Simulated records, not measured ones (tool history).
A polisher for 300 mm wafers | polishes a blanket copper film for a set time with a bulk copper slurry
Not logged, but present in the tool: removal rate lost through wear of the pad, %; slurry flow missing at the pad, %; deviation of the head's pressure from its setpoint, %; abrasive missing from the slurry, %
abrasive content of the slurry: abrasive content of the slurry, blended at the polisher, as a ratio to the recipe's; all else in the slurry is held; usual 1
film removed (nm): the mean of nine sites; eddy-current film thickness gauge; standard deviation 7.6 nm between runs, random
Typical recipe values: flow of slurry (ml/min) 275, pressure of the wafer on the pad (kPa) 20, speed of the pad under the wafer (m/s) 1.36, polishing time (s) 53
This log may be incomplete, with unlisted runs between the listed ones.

run	hour	flow of slurry (ml/min)	pressure of the wafer on the pad (kPa)	speed of the pad under the wafer (m/s)	abrasive content of the slurry	polishing time (s)	wafers since the last listed run	wafers polished on this pad	hours since the slurry nozzle was cleaned	hours since the head pressure was calibrated	hours since the slurry blender was calibrated	incoming thickness of the incoming film, nm	film removed (nm)
1	0	275	20	1.36	1	53	0	1027	537.2	1084.5	184.4	1920.8	624.9
# hour 1.6: worn pad replaced by a new one
2	7	275	20	1.36	1	53	47	47	544.2	1091.5	191.4	1938.9	631.4
3	25	275	20	1.36	1	53	159	206	562.2	1109.5	209.4	1918.1	613.3
4	32	275	20	1.36	1	53	61	268	569.2	1116.5	216.4	1923.6	639.5
5	44.1	275	20	1.36	1	53	106	375	581.3	1128.6	228.5	1931.7	630.4
6	51.1	275	20	1.36	1	53	61	437	588.3	1135.6	235.5	1923	630.5
7	61.4	275	17.2	1.36	1	53	90	528	598.6	1145.9	245.8	1937.6	540.8
8	71.7	275	20	1.36	1	53	90	619	608.9	1156.2	256.1	1900.8	630.8
9	79.3	255	20	1.36	1	53	67	686	616.5	1163.8	263.7	1912.5	618
10	88	255	20	1.36	1	53	76	763	625.2	1172.5	272.4	1958	618.2
11	103.9	255	20	1.36	1	53	140	903	641.1	1188.4	288.3	1944.3	628
12	118.6	275	20	1.36	1	64	129	1033	655.8	1203.1	303	1902.2	753.3
# hour 126.6: worn pad replaced by a new one
# hour 131.6: head pressure recalibrated
13	135.7	275	20	1.36	1	64	98	63	672.9	4.1	320.1	1952.4	751.7
14	142.2	275	20	1.36	1.2	53	57	120	679.4	10.6	326.6	1933.4	654.2
15	158.7	275	20	1.36	1.2	53	145	266	695.9	27.1	343.1	1944.7	646.7
16	168.8	180	20	1.36	1	53	89	355	706	37.2	353.2	1900.3	572.9
17	176.8	205	23.4	1.36	1	67	70	426	714	45.2	361.2	1913.9	863.9
# hour 215.8: slurry nozzle cleaned
18	218	300	20	1.36	1	53	355	781	2.2	86.4	402.4	1884.2	595.5
19	226	190	22.1	1.36	1	53	70	851	10.2	94.4	410.4	1939.3	628.3
# hour 240.7: slurry blender recalibrated
20	241.4	255	20	1.36	1	53	118	970	25.6	109.8	0.7	1929.6	631.1
# hour 250.1: worn pad replaced by a new one
21	252.8	275	15.9	0.88	0.8	64	65	23	37	121.2	12.1	1938.7	367.8
22	265.1	275	16.5	1.36	0.7	53	108	132	49.3	133.5	24.4	1942.6	482.4
23	275.4	275	20	1.36	1	53	90	223	59.6	143.8	34.7	1899.5	644.7
24	289.2	275	20	1.78	0.85	53	121	345	73.4	157.6	48.5	1929.9	785.8
25	296.3	330	13.8	1.12	1	41	62	408	80.5	164.7	55.6	1932.3	286.9
26	312.8	275	20	1.36	1	53	145	553	97	181.2	72.1	1919.6	647.4
27	319.9	275	20	1.36	1	53	62	616	104.1	188.3	79.2	1937.9	638.6
28	329.2	190	20	1.36	0.85	36	82	698	113.4	197.6	88.5	1931.1	401.8
29	336.8	275	20	1.36	1	53	67	765	121	205.2	96.1	1947.3	648.4
30	354.1	325	14.5	1.36	1	39	152	918	138.3	222.5	113.4	1926.5	352.3

Entry by entry between the runs, the difference in hidden state between the last listed run before and the first listed run after:
From run 1 to run 2: worn pad replaced by a new one (hour 1.6)
  abrasive missing from the slurry, %: 7.7 -> 7.99
  measured value less the no-hidden-state value, film removed (nm): -15.8 -> -16.7
From run 12 to run 13: worn pad replaced by a new one (hour 126.6); head pressure recalibrated (hour 131.6)
  abrasive missing from the slurry, %: 14.2 -> 15.3
  measured value less the no-hidden-state value, film removed (nm): -37.2 -> -40.6
From run 17 to run 18: slurry nozzle cleaned (hour 215.8)
  abrasive missing from the slurry, %: 18.5 -> 22
  measured value less the no-hidden-state value, film removed (nm): -58.1 -> -49.4
From run 19 to run 20: slurry blender recalibrated (hour 240.7)
  abrasive missing from the slurry, %: 22.7 -> 1.99
  measured value less the no-hidden-state value, film removed (nm): -54.3 -> -4
From run 20 to run 21: worn pad replaced by a new one (hour 250.1)
  abrasive missing from the slurry, %: 1.99 -> 2.01
  measured value less the no-hidden-state value, film removed (nm): -4 -> -2.2
